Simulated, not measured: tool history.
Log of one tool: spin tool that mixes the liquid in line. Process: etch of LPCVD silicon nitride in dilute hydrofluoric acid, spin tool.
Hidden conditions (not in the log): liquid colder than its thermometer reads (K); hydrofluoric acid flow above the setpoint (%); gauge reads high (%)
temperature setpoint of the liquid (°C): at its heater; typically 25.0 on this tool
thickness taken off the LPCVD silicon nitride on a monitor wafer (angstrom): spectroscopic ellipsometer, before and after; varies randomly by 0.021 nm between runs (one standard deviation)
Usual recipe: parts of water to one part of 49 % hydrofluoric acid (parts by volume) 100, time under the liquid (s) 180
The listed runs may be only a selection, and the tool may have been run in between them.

run	hour	temperature setpoint of the liquid (°C)	parts of water to one part of 49 % hydrofluoric acid (parts by volume)	time under the liquid (s)	wafers since the last listed run	hours since the thermometer was replaced	hours since the hydrofluoric acid flow meter was replaced	hours since the gauge calibration	read-back film thickness of the LPCVD silicon nitride reference wafer, read on the same gauge (nm)	thickness taken off the LPCVD silicon nitride on a monitor wafer (angstrom)
1	0.0	25.0	100	180	0	2171.6	1361.9	13.9	50.003	9.35
2	32.3	25.0	115	100	299	2203.9	1394.2	46.2	49.995	4.62
3	62.5	25.0	100	180	280	2234.1	1424.4	76.4	50.009	9.62
4	92.0	25.0	100	180	273	2263.6	1453.9	105.9	50.000	9.34
5	122.3	25.0	100	180	280	2293.9	1484.2	136.2	49.979	9.24
6	137.9	25.0	100	180	144	2309.5	1499.8	151.8	50.004	9.56
7	171.1	23.5	100	180	307	2342.7	1533.0	185.0	49.994	8.69
# hour 182.0: thermometer replaced
8	192.0	23.5	100	180	184	10.0	1553.9	205.9	49.993	8.51
9	209.2	25.0	100	180	159	27.2	1571.1	223.1	50.025	9.23
# hour 226.6: hydrofluoric acid flow meter replaced
10	230.9	23.0	100	180	191	48.9	4.3	244.8	50.015	8.34
11	258.8	28.5	100	180	258	76.8	32.2	272.7	50.000	11.97
12	288.8	20.5	55	110	278	106.8	62.2	302.7	49.967	7.50
13	314.0	23.5	55	180	233	132.0	87.4	327.9	50.015	15.69
14	327.8	20.5	55	220	127	145.8	101.2	341.7	49.994	15.19
15	358.0	25.0	100	180	280	176.0	131.4	371.9	50.012	9.47
# hour 358.2: gauge calibrated
16	382.3	25.0	100	180	225	200.3	155.7	24.1	49.992	8.85
17	396.6	27.5	100	180	132	214.6	170.0	38.4	49.992	11.24
18	416.4	22.0	125	235	183	234.4	189.8	58.2	50.017	8.23
19	437.4	25.0	130	180	194	255.4	210.8	79.2	49.969	7.27
20	474.1	20.5	100	180	340	292.1	247.5	115.9	49.994	6.85

How the hidden state differs across the entries between the runs, from the last listed run before each to the first after it:
After run 7, before run 8: thermometer replaced (hour 182.0)
  the hidden state is the same at both runs
After run 9, before run 10: hydrofluoric acid flow meter replaced (hour 226.6)
  the hidden state is the same at both runs
After run 15, before run 16: gauge calibrated (hour 358.2)
  the hidden state is the same at both runs
